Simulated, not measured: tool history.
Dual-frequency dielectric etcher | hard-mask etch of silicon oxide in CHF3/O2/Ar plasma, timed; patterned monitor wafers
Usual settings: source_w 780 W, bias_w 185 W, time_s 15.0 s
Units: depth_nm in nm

run	hour	source_w	bias_w	time_s	wafers since the last listed run	hours since the last wet clean	hours since the last source power generator calibration	hours since the last bias power generator calibration	hours since the last upper electrode change	hours since the gauge calibration	read-back reference wafer on the same gauge, depth_nm	depth_nm
1	0.0	780	202	16.0	0	338.4	3613.1	3404.4	4067.6	403.3	37.01	36.41
2	63.7	850	185	15.0	886	402.1	3676.8	3468.1	4131.3	467.0	37.01	34.36
3	126.1	780	185	12.0	868	464.5	3739.2	3530.5	4193.7	529.4	37.02	26.94
# hour 196.9: wet clean of the chamber
4	197.4	780	185	12.0	658	0.5	3810.5	3601.8	4265.0	600.7	37.02	27.51
5	246.6	780	185	12.0	684	49.7	3859.7	3651.0	4314.2	649.9	37.01	27.46
6	279.2	780	185	15.0	453	82.3	3892.3	3683.6	4346.8	682.5	37.00	34.37
7	322.2	780	185	15.0	598	125.3	3935.3	3726.6	4389.8	725.5	36.97	34.33
# hour 408.2: wet clean of the chamber, repeated, since the last time left the tool worse
8	408.7	900	185	15.0	869	0.5	4021.8	3813.1	4476.3	812.0	36.99	34.79
9	446.0	780	185	13.5	519	37.8	4059.1	3850.4	4513.6	849.3	36.99	29.91
# hour 492.8: upper electrode replaced
10	504.6	600	213	13.0	481	96.4	4117.7	3909.0	11.8	907.9	37.00	27.54
11	543.4	970	185	15.0	539	135.2	4156.5	3947.8	50.6	946.7	36.96	35.58
# hour 593.0: source power generator calibrated
# hour 659.6: gauge calibrated
12	671.3	780	185	15.0	1724	263.1	78.3	4075.7	178.5	11.7	36.98	33.58
13	742.4	780	167	15.0	989	334.2	149.4	4146.8	249.6	82.8	37.02	32.93

Run 14 comes next. What will it give?
# hour 755.6: bias power generator calibrated
14	802.1	780	185	15.0	775	393.9	209.1	46.5	309.3	142.5	?	?

{"run 14": {"read-back reference wafer on the same gauge, depth_nm": 37.02, "depth_nm": 33.85}}
Without the tool's hidden state the same run would have given depth_nm 33.46 nm.
